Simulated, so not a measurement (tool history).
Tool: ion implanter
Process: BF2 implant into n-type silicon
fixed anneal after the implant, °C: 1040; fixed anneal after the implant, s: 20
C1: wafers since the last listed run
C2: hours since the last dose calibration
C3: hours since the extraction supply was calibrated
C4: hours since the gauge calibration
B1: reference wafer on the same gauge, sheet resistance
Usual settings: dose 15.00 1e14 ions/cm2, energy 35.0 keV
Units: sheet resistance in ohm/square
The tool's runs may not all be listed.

run 1 hour=0.0 | dose=15.00 energy=35.0 | C1=0 C2=505.3 C3=5668.2 C4=1527.1 | B1=136.92 | sheet_resistance=117.55
run 2 hour=41.9 | dose=15.00 energy=35.0 | C1=803 C2=547.2 C3=5710.1 C4=1569.0 | B1=137.09 | sheet_resistance=117.05
run 3 hour=147.5 | dose=15.00 energy=35.0 | C1=2025 C2=652.8 C3=5815.7 C4=1674.6 | B1=137.02 | sheet_resistance=117.31
run 4 hour=252.7 | dose=16.14 energy=35.0 | C1=2017 C2=758.0 C3=5920.9 C4=1779.8 | B1=136.94 | sheet_resistance=114.91
run 5 hour=328.5 | dose=16.14 energy=35.0 | C1=1453 C2=833.8 C3=5996.7 C4=1855.6 | B1=137.05 | sheet_resistance=114.63
run 6 hour=425.0 | dose=16.14 energy=35.0 | C1=1850 C2=930.3 C3=6093.2 C4=1952.1 | B1=137.07 | sheet_resistance=115.04
run 7 hour=493.2 | dose=15.99 energy=35.0 | C1=1308 C2=998.5 C3=6161.4 C4=2020.3 | B1=136.88 | sheet_resistance=115.25
run 8 hour=541.3 | dose=15.00 energy=35.0 | C1=922 C2=1046.6 C3=6209.5 C4=2068.4 | B1=137.00 | sheet_resistance=118.12
run 9 hour=604.6 | dose=15.00 energy=35.0 | C1=1214 C2=1109.9 C3=6272.8 C4=2131.7 | B1=137.01 | sheet_resistance=118.05
run 10 hour=681.4 | dose=12.38 energy=35.0 | C1=1473 C2=1186.7 C3=6349.6 C4=2208.5 | B1=136.99 | sheet_resistance=130.07
-- hour=751.1 gauge calibrated
run 11 hour=776.0 | dose=12.38 energy=35.0 | C1=1814 C2=1281.3 C3=6444.2 C4=24.9 | B1=136.98 | sheet_resistance=130.64
-- hour=831.4 Faraday cup replaced and dose calibrated
run 12 hour=875.1 | dose=12.38 energy=35.0 | C1=1747 C2=43.7 C3=6543.3 C4=124.0 | B1=136.85 | sheet_resistance=126.37
run 13 hour=931.6 | dose=11.46 energy=35.0 | C1=1083 C2=100.2 C3=6599.8 C4=180.5 | B1=136.94 | sheet_resistance=132.47
run 14 hour=974.0 | dose=15.00 energy=29.5 | C1=813 C2=142.6 C3=6642.2 C4=222.9 | B1=137.20 | sheet_resistance=123.92
run 15 hour=1284.2 | dose=15.00 energy=29.5 | C1=5949 C2=452.8 C3=6952.4 C4=533.1 | B1=136.98 | sheet_resistance=123.60
-- hour=1342.5 extraction supply calibrated
run 16 hour=1359.8 | dose=15.00 energy=35.0 | C1=1296 C2=528.4 C3=17.3 C4=608.7 | B1=137.09 | sheet_resistance=117.05
run 17 hour=1465.0 | dose=16.43 energy=31.0 | C1=2017 C2=633.6 C3=122.5 C4=713.9 | B1=137.03 | sheet_resistance=119.01
run 18 hour=1530.7 | dose=12.03 energy=23.0 | C1=1260 C2=699.3 C3=188.2 C4=779.6 | B1=137.09 | sheet_resistance=147.20
run 19 hour=1620.9 | dose=10.69 energy=45.5 | C1=1730 C2=789.5 C3=278.4 C4=869.8 | B1=136.99 | sheet_resistance=131.93
run 20 hour=1697.8 | dose=19.01 energy=26.0 | C1=1475 C2=866.4 C3=355.3 C4=946.7 | B1=137.06 | sheet_resistance=122.68
run 21 hour=1735.1 | dose=12.12 energy=46.0 | C1=715 C2=903.7 C3=392.6 C4=984.0 | B1=136.91 | sheet_resistance=121.30
run 22 hour=1837.7 | dose=11.45 energy=32.0 | C1=1967 C2=1006.3 C3=495.2 C4=1086.6 | B1=137.07 | sheet_resistance=138.10
run 23 hour=1899.7 | dose=19.09 energy=31.0 | C1=1189 C2=1068.3 C3=557.2 C4=1148.6 | B1=137.11 | sheet_resistance=115.35
run 24 hour=1953.6 | dose=13.64 energy=31.0 | C1=1033 C2=1122.2 C3=611.1 C4=1202.5 | B1=136.92 | sheet_resistance=127.88
run 25 hour=2012.0 | dose=17.39 energy=35.0 | C1=1120 C2=1180.6 C3=669.5 C4=1260.9 | B1=137.04 | sheet_resistance=112.65
run 26 hour=2055.5 | dose=11.45 energy=32.0 | C1=834 C2=1224.1 C3=713.0 C4=1304.4 | B1=137.01 | sheet_resistance=138.99
-- hour=2084.2 Faraday cup replaced and dose calibrated
run 27 hour=2148.9 | dose=16.14 energy=35.0 | C1=1638 C2=64.7 C3=806.4 C4=1397.8 | B1=136.89 | sheet_resistance=114.09
run 28 hour=2215.0 | dose=19.27 energy=41.5 | C1=1267 C2=130.8 C3=872.5 C4=1463.9 | B1=136.91 | sheet_resistance=101.47
run 29 hour=2314.2 | dose=18.16 energy=35.0 | C1=1902 C2=230.0 C3=971.7 C4=1563.1 | B1=136.95 | sheet_resistance=110.61
run 30 hour=2372.9 | dose=17.15 energy=45.0 | C1=1125 C2=288.7 C3=1030.4 C4=1621.8 | B1=137.13 | sheet_resistance=101.99
run 31 hour=2454.1 | dose=15.00 energy=35.0 | C1=1557 C2=369.9 C3=1111.6 C4=1703.0 | B1=137.00 | sheet_resistance=117.07
run 32 hour=2529.8 | dose=12.30 energy=27.5 | C1=1451 C2=445.6 C3=1187.3 C4=1778.7 | B1=137.05 | sheet_resistance=137.61
run 33 hour=2586.1 | dose=15.00 energy=35.0 | C1=1079 C2=501.9 C3=1243.6 C4=1835.0 | B1=136.82 | sheet_resistance=116.99
run 34 hour=2643.7 | dose=16.51 energy=24.5 | C1=1104 C2=559.5 C3=1301.2 C4=1892.6 | B1=137.04 | sheet_resistance=129.10

The next listed run, before its measurement:
run 35 hour=2738.2 | dose=15.00 energy=23.0 | C1=1812 C2=654.0 C3=1395.7 C4=1987.1 | B1=? | sheet_resistance=?

B1: 137.00
sheet resistance: 135.60 ohm/square
Without the tool's hidden state the same run would have given sheet resistance 135.07 ohm/square.

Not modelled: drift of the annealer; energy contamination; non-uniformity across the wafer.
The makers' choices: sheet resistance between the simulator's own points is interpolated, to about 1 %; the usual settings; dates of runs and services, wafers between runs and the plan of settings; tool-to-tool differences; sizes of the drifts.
